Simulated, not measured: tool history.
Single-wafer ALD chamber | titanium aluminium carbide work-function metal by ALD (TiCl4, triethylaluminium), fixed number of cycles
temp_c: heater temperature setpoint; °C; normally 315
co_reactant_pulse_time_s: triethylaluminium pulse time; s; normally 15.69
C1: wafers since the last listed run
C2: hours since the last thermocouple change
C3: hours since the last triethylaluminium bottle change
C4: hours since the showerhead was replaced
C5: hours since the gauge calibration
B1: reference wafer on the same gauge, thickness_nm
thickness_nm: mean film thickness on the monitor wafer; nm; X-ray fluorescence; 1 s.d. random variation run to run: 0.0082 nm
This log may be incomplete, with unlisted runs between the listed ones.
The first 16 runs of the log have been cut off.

{"run": 17, "hour": 394.5, "temp_c": 307, "co_reactant_pulse_time_s": 11.91, "C1": 252, "C2": 2362.9, "C3": 290.8, "C4": 145.6, "C5": 171.2, "B1": 2.01, "thickness_nm": 2.118}
{"hour": 416.9, "done": "thermocouple changed; heater temperature recalibrated"}
{"run": 18, "hour": 417.4, "temp_c": 315, "co_reactant_pulse_time_s": 15.69, "C1": 173, "C2": 0.5, "C3": 313.7, "C4": 168.5, "C5": 194.1, "B1": 2.009, "thickness_nm": 2.382}
{"run": 19, "hour": 428.2, "temp_c": 328, "co_reactant_pulse_time_s": 13.54, "C1": 125, "C2": 11.3, "C3": 324.5, "C4": 179.3, "C5": 204.9, "B1": 2.009, "thickness_nm": 2.409}
{"run": 20, "hour": 461.9, "temp_c": 303, "co_reactant_pulse_time_s": 13.2, "C1": 392, "C2": 45, "C3": 358.2, "C4": 213, "C5": 238.6, "B1": 2.009, "thickness_nm": 2.167}
{"run": 21, "hour": 493.6, "temp_c": 315, "co_reactant_pulse_time_s": 21.49, "C1": 368, "C2": 76.7, "C3": 389.9, "C4": 244.7, "C5": 270.3, "B1": 2.009, "thickness_nm": 2.446}
{"run": 22, "hour": 523.7, "temp_c": 329, "co_reactant_pulse_time_s": 11.34, "C1": 350, "C2": 106.8, "C3": 420, "C4": 274.8, "C5": 300.4, "B1": 2.01, "thickness_nm": 2.151}
{"run": 23, "hour": 544.7, "temp_c": 310, "co_reactant_pulse_time_s": 21.19, "C1": 244, "C2": 127.8, "C3": 441, "C4": 295.8, "C5": 321.4, "B1": 2.008, "thickness_nm": 2.392}
{"run": 24, "hour": 562.3, "temp_c": 324, "co_reactant_pulse_time_s": 12.84, "C1": 204, "C2": 145.4, "C3": 458.6, "C4": 313.4, "C5": 339, "B1": 2.01, "thickness_nm": 2.286}
{"run": 25, "hour": 596.8, "temp_c": 315, "co_reactant_pulse_time_s": 15.69, "C1": 401, "C2": 179.9, "C3": 493.1, "C4": 347.9, "C5": 373.5, "B1": 2.012, "thickness_nm": 2.365}
{"run": 26, "hour": 624.2, "temp_c": 307, "co_reactant_pulse_time_s": 20.83, "C1": 318, "C2": 207.3, "C3": 520.5, "C4": 375.3, "C5": 400.9, "B1": 2.013, "thickness_nm": 2.365}
{"run": 27, "hour": 644.2, "temp_c": 315, "co_reactant_pulse_time_s": 15.69, "C1": 232, "C2": 227.3, "C3": 540.5, "C4": 395.3, "C5": 420.9, "B1": 2.01, "thickness_nm": 2.357}
{"run": 28, "hour": 673.5, "temp_c": 315, "co_reactant_pulse_time_s": 15.69, "C1": 340, "C2": 256.6, "C3": 569.8, "C4": 424.6, "C5": 450.2, "B1": 2.01, "thickness_nm": 2.336}
{"run": 29, "hour": 692.5, "temp_c": 322, "co_reactant_pulse_time_s": 13, "C1": 221, "C2": 275.6, "C3": 588.8, "C4": 443.6, "C5": 469.2, "B1": 2.013, "thickness_nm": 2.246}
{"run": 30, "hour": 713.7, "temp_c": 315, "co_reactant_pulse_time_s": 10.44, "C1": 246, "C2": 296.8, "C3": 610, "C4": 464.8, "C5": 490.4, "B1": 2.013, "thickness_nm": 1.827}
{"run": 31, "hour": 728.1, "temp_c": 326, "co_reactant_pulse_time_s": 18.51, "C1": 167, "C2": 311.2, "C3": 624.4, "C4": 479.2, "C5": 504.8, "B1": 2.012, "thickness_nm": 2.501}
{"run": 32, "hour": 755.5, "temp_c": 315, "co_reactant_pulse_time_s": 15.69, "C1": 318, "C2": 338.6, "C3": 651.8, "C4": 506.6, "C5": 532.2, "B1": 2.011, "thickness_nm": 2.345}

Alternative continuations, all from the tool just after run 32; predict every row:
{"run": "A", "hour": 755.9, "temp_c": 315, "co_reactant_pulse_time_s": 17.97, "C1": 4, "C2": 339, "C3": 652.2, "C4": 507, "C5": 532.6, "B1": "?", "thickness_nm": "?"}
{"run": "B", "hour": 755.9, "temp_c": 310, "co_reactant_pulse_time_s": 12.53, "C1": 4, "C2": 339, "C3": 652.2, "C4": 507, "C5": 532.6, "B1": "?", "thickness_nm": "?"}
{"run": "C", "hour": 755.9, "temp_c": 310, "co_reactant_pulse_time_s": 19.61, "C1": 4, "C2": 339, "C3": 652.2, "C4": 507, "C5": 532.6, "B1": "?", "thickness_nm": "?"}
{"run": "D", "hour": 755.9, "temp_c": 322, "co_reactant_pulse_time_s": 15.69, "C1": 4, "C2": 339, "C3": 652.2, "C4": 507, "C5": 532.6, "B1": "?", "thickness_nm": "?"}
{"run": "E", "hour": 755.9, "temp_c": 303, "co_reactant_pulse_time_s": 13.12, "C1": 4, "C2": 339, "C3": 652.2, "C4": 507, "C5": 532.6, "B1": "?", "thickness_nm": "?"}

run=A B1=2.009 thickness_nm=2.396
run=B B1=2.009 thickness_nm=2.099
run=C B1=2.009 thickness_nm=2.372
run=D B1=2.009 thickness_nm=2.399
run=E B1=2.009 thickness_nm=2.099
The same runs, with their run-to-run variation unchanged, on a tool lacking any hidden condition would have given:
run=A thickness_nm=2.44
run=B thickness_nm=2.33
run=C thickness_nm=2.397
run=D thickness_nm=2.494
run=E thickness_nm=2.289
